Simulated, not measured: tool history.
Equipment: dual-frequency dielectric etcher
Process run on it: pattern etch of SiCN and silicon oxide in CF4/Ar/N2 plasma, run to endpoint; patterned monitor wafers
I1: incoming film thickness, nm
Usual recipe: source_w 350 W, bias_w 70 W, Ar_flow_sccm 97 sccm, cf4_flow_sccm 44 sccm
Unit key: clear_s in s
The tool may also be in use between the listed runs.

{"run": 1, "hour": 0.0, "source_w": 370, "bias_w": 70, "Ar_flow_sccm": 97, "cf4_flow_sccm": 44, "I1": 10.87, "clear_s": 15.8}
{"run": 2, "hour": 30.6, "source_w": 370, "bias_w": 70, "Ar_flow_sccm": 97, "cf4_flow_sccm": 44, "I1": 10.81, "clear_s": 15.6}
{"run": 3, "hour": 43.8, "source_w": 350, "bias_w": 82, "Ar_flow_sccm": 90, "cf4_flow_sccm": 44, "I1": 10.81, "clear_s": 15.1}
{"run": 4, "hour": 62.4, "source_w": 350, "bias_w": 77, "Ar_flow_sccm": 97, "cf4_flow_sccm": 41, "I1": 10.87, "clear_s": 15.9}
{"run": 5, "hour": 91.1, "source_w": 350, "bias_w": 70, "Ar_flow_sccm": 97, "cf4_flow_sccm": 44, "I1": 10.9, "clear_s": 16.2}
{"hour": 144.2, "done": "wet clean of the chamber"}
{"run": 6, "hour": 155.9, "source_w": 350, "bias_w": 70, "Ar_flow_sccm": 97, "cf4_flow_sccm": 38, "I1": 10.76, "clear_s": 16.9}
{"run": 7, "hour": 187.6, "source_w": 350, "bias_w": 70, "Ar_flow_sccm": 82, "cf4_flow_sccm": 44, "I1": 10.85, "clear_s": 16}
{"run": 8, "hour": 201.4, "source_w": 350, "bias_w": 70, "Ar_flow_sccm": 97, "cf4_flow_sccm": 44, "I1": 10.88, "clear_s": 16.6}
{"run": 9, "hour": 219.9, "source_w": 310, "bias_w": 88, "Ar_flow_sccm": 73, "cf4_flow_sccm": 52, "I1": 10.71, "clear_s": 14.8}
{"run": 10, "hour": 239.5, "source_w": 350, "bias_w": 70, "Ar_flow_sccm": 97, "cf4_flow_sccm": 44, "I1": 10.74, "clear_s": 16.4}
{"hour": 251.9, "done": "bias power generator calibrated"}
{"run": 11, "hour": 269.1, "source_w": 300, "bias_w": 82, "Ar_flow_sccm": 97, "cf4_flow_sccm": 44, "I1": 10.85, "clear_s": 16.9}
{"run": 12, "hour": 294.5, "source_w": 270, "bias_w": 70, "Ar_flow_sccm": 97, "cf4_flow_sccm": 44, "I1": 10.85, "clear_s": 19.1}
{"run": 13, "hour": 309.0, "source_w": 320, "bias_w": 70, "Ar_flow_sccm": 114, "cf4_flow_sccm": 44, "I1": 10.88, "clear_s": 17.9}
{"run": 14, "hour": 333.8, "source_w": 350, "bias_w": 70, "Ar_flow_sccm": 97, "cf4_flow_sccm": 44, "I1": 10.9, "clear_s": 16.1}
{"run": 15, "hour": 357.5, "source_w": 350, "bias_w": 70, "Ar_flow_sccm": 97, "cf4_flow_sccm": 44, "I1": 10.73, "clear_s": 15.9}
{"run": 16, "hour": 370.2, "source_w": 420, "bias_w": 70, "Ar_flow_sccm": 97, "cf4_flow_sccm": 44, "I1": 10.8, "clear_s": 14.3}
{"run": 17, "hour": 404.7, "source_w": 390, "bias_w": 70, "Ar_flow_sccm": 104, "cf4_flow_sccm": 37, "I1": 10.75, "clear_s": 15.5}
{"run": 18, "hour": 423.1, "source_w": 390, "bias_w": 70, "Ar_flow_sccm": 79, "cf4_flow_sccm": 44, "I1": 10.81, "clear_s": 14.2}
{"run": 19, "hour": 477.3, "source_w": 400, "bias_w": 54, "Ar_flow_sccm": 97, "cf4_flow_sccm": 44, "I1": 10.77, "clear_s": 15.6}
{"hour": 495.7, "done": "CF4 flow controller replaced"}
{"run": 20, "hour": 500.9, "source_w": 350, "bias_w": 70, "Ar_flow_sccm": 97, "cf4_flow_sccm": 44, "I1": 10.84, "clear_s": 15.7}
{"hour": 529.9, "done": "Ar flow controller replaced"}
{"hour": 570.4, "done": "upper electrode replaced"}
{"hour": 575.9, "done": "wet clean of the chamber"}
{"hour": 576.0, "done": "source power generator calibrated"}
{"run": 21, "hour": 606.3, "source_w": 400, "bias_w": 63, "Ar_flow_sccm": 79, "cf4_flow_sccm": 44, "I1": 10.85, "clear_s": 15.5}
{"run": 22, "hour": 631.1, "source_w": 350, "bias_w": 70, "Ar_flow_sccm": 97, "cf4_flow_sccm": 44, "I1": 10.86, "clear_s": 17.1}
{"run": 23, "hour": 735.6, "source_w": 350, "bias_w": 79, "Ar_flow_sccm": 87, "cf4_flow_sccm": 35, "I1": 10.83, "clear_s": 16.4}
{"run": 24, "hour": 837.9, "source_w": 380, "bias_w": 70, "Ar_flow_sccm": 97, "cf4_flow_sccm": 36, "I1": 10.86, "clear_s": 16.3}

Consider 4 possible next runs. They are alternatives, not a sequence: every one starts from the tool as it was left by run 24. What does each give?
{"run": "A", "hour": 838.3, "source_w": 350, "bias_w": 70, "Ar_flow_sccm": 97, "cf4_flow_sccm": 44, "I1": 10.87, "clear_s": "?"}
{"run": "B", "hour": 838.3, "source_w": 350, "bias_w": 55, "Ar_flow_sccm": 97, "cf4_flow_sccm": 35, "I1": 10.87, "clear_s": "?"}
{"run": "C", "hour": 838.3, "source_w": 350, "bias_w": 63, "Ar_flow_sccm": 97, "cf4_flow_sccm": 48, "I1": 10.87, "clear_s": "?"}
{"run": "D", "hour": 838.3, "source_w": 350, "bias_w": 64, "Ar_flow_sccm": 103, "cf4_flow_sccm": 44, "I1": 10.87, "clear_s": "?"}

run=A clear_s=16.7
run=B clear_s=18.9
run=C clear_s=17
run=D clear_s=17.4
Without the tool's unlogged condition, the same runs would have read:
run=A clear_s=16.9
run=B clear_s=19.2
run=C clear_s=17.3
run=D clear_s=17.7
